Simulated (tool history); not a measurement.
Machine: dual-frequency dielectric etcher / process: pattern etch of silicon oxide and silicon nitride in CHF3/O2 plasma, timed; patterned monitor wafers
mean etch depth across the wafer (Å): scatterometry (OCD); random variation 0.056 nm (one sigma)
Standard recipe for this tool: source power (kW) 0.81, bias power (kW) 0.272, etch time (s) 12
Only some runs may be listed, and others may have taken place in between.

run,day,source power (kW),bias power (kW),etch time (s),wafers since the last listed run,hours since the last wet clean,hours since the last source power generator calibration,hours since the last bias power generator calibration,hours since the last upper electrode change,hours since the gauge calibration,"read-back reference wafer on the same gauge, depth_nm",mean etch depth across the wafer (Å)
1,0,0.81,0.272,12,0,39.2,1334.6,1496.6,5285.3,300.9,26.29,248.4
2,0.883,0.81,0.272,12,374,60.4,1355.8,1517.8,5306.5,322.1,26.29,248.9
3,3.746,0.81,0.272,12,1213,129.1,1424.5,1586.5,5375.2,390.8,26.3,249.7
# day 5.288: upper electrode replaced
4,5.308,0.81,0.272,12,238,166.6,1462,1624,0.5,428.3,26.29,248.6
5,6.321,0.81,0.272,9.5,429,190.9,1486.3,1648.3,24.8,452.6,26.29,197.1
6,7.571,0.81,0.321,12,530,220.9,1516.3,1678.3,54.8,482.6,26.3,271.7
7,9.688,0.81,0.321,12,897,271.7,1567.1,1729.1,105.6,533.4,26.3,272.3
# day 10.054: source power generator calibrated
8,11.012,0.81,0.321,12,491,303.5,23,1760.9,137.4,565.2,26.31,266.7
# day 11.338: bias power generator calibrated
9,11.65,0.94,0.309,10,199,318.8,38.3,7.5,152.7,580.5,26.29,232.2
10,12.708,0.87,0.291,9.5,448,344.2,63.7,32.9,178.1,605.9,26.29,206.7
11,13.833,0.87,0.313,9,477,371.2,90.7,59.9,205.1,632.9,26.31,203.8
12,14.762,0.62,0.242,13,393,393.5,113,82.2,227.4,655.2,26.3,221.2
13,16.25,0.63,0.225,10.5,630,429.2,148.7,117.9,263.1,690.9,26.3,172.5
# day 17.617: wet clean of the chamber
14,17.638,0.91,0.272,12,164,0.5,182,151.2,296.4,724.2,26.29,257.4
15,18.567,0.81,0.252,11,393,22.8,204.3,173.5,318.7,746.5,26.29,216.1
16,19.596,0.66,0.326,12,436,47.5,229,198.2,343.4,771.2,26.29,247.9
# day 20.379: gauge calibrated
17,20.996,0.81,0.211,9,593,81.1,262.6,231.8,377,14.8,26.31,158.8
18,22.446,0.96,0.309,14.5,614,115.9,297.4,266.6,411.8,49.6,26.32,341.8
19,23.458,0.87,0.291,9.5,429,140.2,321.7,290.9,436.1,73.9,26.29,207.8
20,24.033,0.81,0.272,13.5,243,154,335.5,304.7,449.9,87.7,26.29,277.7
21,25.304,0.81,0.272,12,538,184.5,366,335.2,480.4,118.2,26.3,245.9
22,26.071,0.81,0.272,15.5,325,202.9,384.4,353.6,498.8,136.6,26.28,317.4
23,27.475,0.81,0.272,12,595,236.6,418.1,387.3,532.5,170.3,26.3,245.7
24,28.946,0.62,0.312,9.5,623,271.9,453.4,422.6,567.8,205.6,26.28,187.5
25,30.333,0.99,0.272,15.5,588,305.2,486.7,455.9,601.1,238.9,26.29,346.4
26,31.712,0.69,0.23,10.5,584,338.3,519.8,489,634.2,272,26.31,183.1
27,33.112,0.81,0.272,12,593,371.9,553.4,522.6,667.8,305.6,26.29,247.1
28,34.562,0.72,0.331,15.5,614,406.7,588.2,557.4,702.6,340.4,26.3,337.8
# day 36.404: wet clean of the chamber
29,36.425,0.74,0.334,14.5,365,0.5,632.9,602.1,747.3,385.1,26.29,320.5

Measured result minus the same run's result without the hidden state. Both carry the same run-to-run variation, though not necessarily the same gauge scatter:
The hidden state here: etch rate over this chamber's usual, %; source power that arrives over what is set, %; bias power that arrives over what is set, %; gauge reads high (%).
run,mean etch depth across the wafer (Å)
1,+4.9
2,+4.9
3,+5.1
4,+5
5,+4
6,+5.5
7,+5.5
8,-0.1
9,+0
10,+0.2
11,+0.4
12,+0.6
13,+0.7
14,+1.2
15,+1.2
16,+1.4
17,+1.1
18,+2.6
19,+1.7
20,+2.4
21,+2.2
22,+3
23,+2.5
24,+2
25,+3.9
26,+2.2
27,+3
28,+4.2
29,+4.2
